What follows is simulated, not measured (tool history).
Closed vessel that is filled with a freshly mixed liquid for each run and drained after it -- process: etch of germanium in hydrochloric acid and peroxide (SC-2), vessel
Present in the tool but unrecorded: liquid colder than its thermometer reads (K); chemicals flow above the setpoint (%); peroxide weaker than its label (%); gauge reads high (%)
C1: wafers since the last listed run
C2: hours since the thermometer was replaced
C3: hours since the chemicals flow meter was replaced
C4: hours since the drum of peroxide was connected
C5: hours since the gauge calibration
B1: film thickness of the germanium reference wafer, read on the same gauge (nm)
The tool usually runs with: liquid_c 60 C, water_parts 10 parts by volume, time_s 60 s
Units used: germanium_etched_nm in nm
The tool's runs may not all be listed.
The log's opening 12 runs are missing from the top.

run 13 hour=514.2 | liquid_c=60 water_parts=10 time_s=60 | C1=8311 C2=109.6 C3=1349.8 C4=853.1 C5=160 | B1=110 | germanium_etched_nm=192.82
run 14 hour=557.1 | liquid_c=56 water_parts=10 time_s=60 | C1=5108 C2=152.5 C3=1392.7 C4=896 C5=202.9 | B1=109.99 | germanium_etched_nm=171.45
run 15 hour=609.9 | liquid_c=52 water_parts=5.5 time_s=30 | C1=6287 C2=205.3 C3=1445.5 C4=948.8 C5=255.7 | B1=110.01 | germanium_etched_nm=78.85
run 16 hour=644.5 | liquid_c=60 water_parts=10 time_s=60 | C1=4119 C2=239.9 C3=1480.1 C4=983.4 C5=290.3 | B1=110.02 | germanium_etched_nm=193.9
run 17 hour=704.6 | liquid_c=60 water_parts=10 time_s=60 | C1=7156 C2=300 C3=1540.2 C4=1043.5 C5=350.4 | B1=110 | germanium_etched_nm=194.1
run 18 hour=748 | liquid_c=68.5 water_parts=10 time_s=80 | C1=5167 C2=343.4 C3=1583.6 C4=1086.9 C5=393.8 | B1=110.02 | germanium_etched_nm=325.07
run 19 hour=801.9 | liquid_c=60 water_parts=10 time_s=60 | C1=6418 C2=397.3 C3=1637.5 C4=1140.8 C5=447.7 | B1=109.96 | germanium_etched_nm=190.99
run 20 hour=838.2 | liquid_c=54.5 water_parts=10 time_s=85 | C1=4322 C2=433.6 C3=1673.8 C4=1177.1 C5=484 | B1=109.98 | germanium_etched_nm=230.65
run 21 hour=882.1 | liquid_c=60 water_parts=10 time_s=85 | C1=5227 C2=477.5 C3=1717.7 C4=1221 C5=527.9 | B1=109.99 | germanium_etched_nm=268.79
-- hour=899.7 new drum of peroxide connected
run 22 hour=914.6 | liquid_c=60 water_parts=10 time_s=60 | C1=3750 C2=510 C3=1750.2 C4=14.9 C5=560.4 | B1=109.98 | germanium_etched_nm=189.22
run 23 hour=963.2 | liquid_c=60 water_parts=10 time_s=60 | C1=5787 C2=558.6 C3=1798.8 C4=63.5 C5=609 | B1=109.99 | germanium_etched_nm=190.07
-- hour=976.2 chemicals flow meter replaced
run 24 hour=1001.4 | liquid_c=60 water_parts=10 time_s=30 | C1=4429 C2=596.8 C3=25.2 C4=101.7 C5=647.2 | B1=110.02 | germanium_etched_nm=94.43
run 25 hour=1040.8 | liquid_c=53.5 water_parts=7.5 time_s=95 | C1=4691 C2=636.2 C3=64.6 C4=141.1 C5=686.6 | B1=109.99 | germanium_etched_nm=249.39
run 26 hour=1088.9 | liquid_c=69.5 water_parts=10 time_s=60 | C1=5727 C2=684.3 C3=112.7 C4=189.2 C5=734.7 | B1=110.01 | germanium_etched_nm=249.93
run 27 hour=1126.2 | liquid_c=63.5 water_parts=10 time_s=60 | C1=4441 C2=721.6 C3=150 C4=226.5 C5=772 | B1=110.02 | germanium_etched_nm=210.99
run 28 hour=1180.5 | liquid_c=60 water_parts=10 time_s=70 | C1=6465 C2=775.9 C3=204.3 C4=280.8 C5=826.3 | B1=110.03 | germanium_etched_nm=217.34
run 29 hour=1310.5 | liquid_c=68 water_parts=12.5 time_s=45 | C1=15479 C2=905.9 C3=334.3 C4=410.8 C5=956.3 | B1=110 | germanium_etched_nm=171.05
run 30 hour=1335.5 | liquid_c=69 water_parts=10 time_s=60 | C1=2976 C2=930.9 C3=359.3 C4=435.8 C5=981.3 | B1=109.99 | germanium_etched_nm=244.2
-- hour=1379.1 gauge calibrated
run 31 hour=1395.5 | liquid_c=65 water_parts=10 time_s=40 | C1=7144 C2=990.9 C3=419.3 C4=495.8 C5=16.4 | B1=110.01 | germanium_etched_nm=141.49

Branching from run 31: 3 alternative next runs. What would each branch give?
run A hour=1396.2 | liquid_c=60 water_parts=10 time_s=60 | C1=83 C2=991.6 C3=420 C4=496.5 C5=17.1 | B1=? | germanium_etched_nm=?
run B hour=1396.2 | liquid_c=60 water_parts=11.5 time_s=95 | C1=83 C2=991.6 C3=420 C4=496.5 C5=17.1 | B1=? | germanium_etched_nm=?
run C hour=1396.2 | liquid_c=60 water_parts=11.5 time_s=30 | C1=83 C2=991.6 C3=420 C4=496.5 C5=17.1 | B1=? | germanium_etched_nm=?

run=A B1=110.04 germanium_etched_nm=188.26
run=B B1=110.04 germanium_etched_nm=293.29
run=C B1=110.04 germanium_etched_nm=92.62
Without the tool's hidden state the same runs would have given:
run=A germanium_etched_nm=196.85
run=B germanium_etched_nm=306.56
run=C germanium_etched_nm=96.81
